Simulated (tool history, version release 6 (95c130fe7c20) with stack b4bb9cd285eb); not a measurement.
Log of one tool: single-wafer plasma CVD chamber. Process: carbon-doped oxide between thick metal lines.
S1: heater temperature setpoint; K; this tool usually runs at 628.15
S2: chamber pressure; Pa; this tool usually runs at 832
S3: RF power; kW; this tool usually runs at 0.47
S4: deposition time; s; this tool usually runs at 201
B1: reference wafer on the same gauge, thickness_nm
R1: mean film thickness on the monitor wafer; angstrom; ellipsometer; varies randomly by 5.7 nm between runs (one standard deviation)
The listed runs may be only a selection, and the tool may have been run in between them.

| run | hour | S1 | S2 | S3 | S4 | B1 | R1 |
|---|---|---|---|---|---|---|---|
| 1 | 0 | 628.15 | 832 | 0.47 | 201 | 1169.244 | 9680.48 |
| 2 | 13.8 | 628.15 | 832 | 0.47 | 201 | 1170.972 | 9628.93 |
| 3 | 30.6 | 628.15 | 832 | 0.47 | 201 | 1169.439 | 9635.85 |
| 4 | 47.5 | 628.15 | 832 | 0.47 | 201 | 1168.119 | 9646.6 |
| 5 | 57.9 | 628.15 | 832 | 0.47 | 201 | 1168.802 | 9697.81 |
| 6 | 74.5 | 628.15 | 889 | 0.47 | 201 | 1172.028 | 9701.16 |
| 7 | 92.3 | 628.15 | 889 | 0.47 | 201 | 1168.724 | 9791.44 |
| 8 | 98.5 | 628.15 | 889 | 0.47 | 201 | 1171.55 | 9651.66 |
| 9 | 115.1 | 624.15 | 832 | 0.47 | 201 | 1168.741 | 9787 |
| 10 | 122.3 | 624.15 | 832 | 0.47 | 201 | 1170.276 | 9648.7 |
| 11 | 139.4 | 628.15 | 832 | 0.515 | 201 | 1168.709 | 10631.66 |
| 12 | 157.4 | 628.15 | 889 | 0.47 | 201 | 1170.592 | 9673.93 |
|  | 169.9 | thermocouple changed; heater temperature recalibrated |
| 13 | 172.5 | 632.15 | 903 | 0.38 | 188 | 1170.911 | 6872.91 |
|  | 189.9 | RF generator calibrated |
| 14 | 190.4 | 628.15 | 832 | 0.47 | 201 | 1171.113 | 10700.94 |
|  | 202.3 | showerhead replaced |
| 15 | 233.9 | 628.15 | 1005 | 0.54 | 201 | 1169.719 | 12194.36 |
| 16 | 245.4 | 632.15 | 945 | 0.47 | 201 | 1170.593 | 10644.27 |
| 17 | 255.8 | 628.15 | 1029 | 0.53 | 180 | 1172.388 | 10828.16 |
|  | 261.5 | gauge calibrated |
|  | 283.3 | capacitance manometer re-zeroed and calibrated |
| 18 | 306.6 | 628.15 | 832 | 0.47 | 201 | 1171.684 | 10453.92 |
| 19 | 318.6 | 636.15 | 780 | 0.425 | 201 | 1169.358 | 8943.51 |
| 20 | 333.4 | 628.15 | 832 | 0.47 | 182 | 1167.63 | 9396.16 |
| 21 | 351.4 | 643.15 | 891 | 0.53 | 175 | 1171.246 | 9939 |
| 22 | 360.8 | 618.15 | 661 | 0.435 | 219 | 1170.001 | 10209.26 |
| 23 | 369.4 | 624.15 | 832 | 0.47 | 201 | 1170.646 | 10554.9 |
| 24 | 381.4 | 624.15 | 832 | 0.47 | 201 | 1170.364 | 10422.8 |
| 25 | 398 | 628.15 | 832 | 0.445 | 201 | 1170.116 | 9631.58 |
| 26 | 406.6 | 628.15 | 888 | 0.56 | 201 | 1170.71 | 12237.6 |
| 27 | 415.1 | 614.15 | 700 | 0.47 | 201 | 1170.561 | 10399.35 |
| 28 | 426.4 | 628.15 | 636 | 0.47 | 201 | 1170.366 | 9881.09 |

Below are 4 alternative next runs, each starting from the tool's condition after run 28. Predict each:
| A | 426.9 | 623.15 | 832 | 0.47 | 201 | ? | ? |
| B | 426.9 | 620.15 | 933 | 0.47 | 201 | ? | ? |
| C | 426.9 | 615.15 | 832 | 0.53 | 201 | ? | ? |
| D | 426.9 | 619.15 | 832 | 0.385 | 175 | ? | ? |

| run | B1 | R1 |
|---|---|---|
| A | 1170.077 | 10401.92 |
| B | 1170.077 | 10625.63 |
| C | 1170.077 | 11972.76 |
| D | 1170.077 | 7179.38 |
With the hidden condition removed and each run's random variation left untouched, the same runs would have given:
| run | R1 |
|---|---|
| A | 10905.28 |
| B | 11139.82 |
| C | 12489.72 |
| D | 7569.08 |

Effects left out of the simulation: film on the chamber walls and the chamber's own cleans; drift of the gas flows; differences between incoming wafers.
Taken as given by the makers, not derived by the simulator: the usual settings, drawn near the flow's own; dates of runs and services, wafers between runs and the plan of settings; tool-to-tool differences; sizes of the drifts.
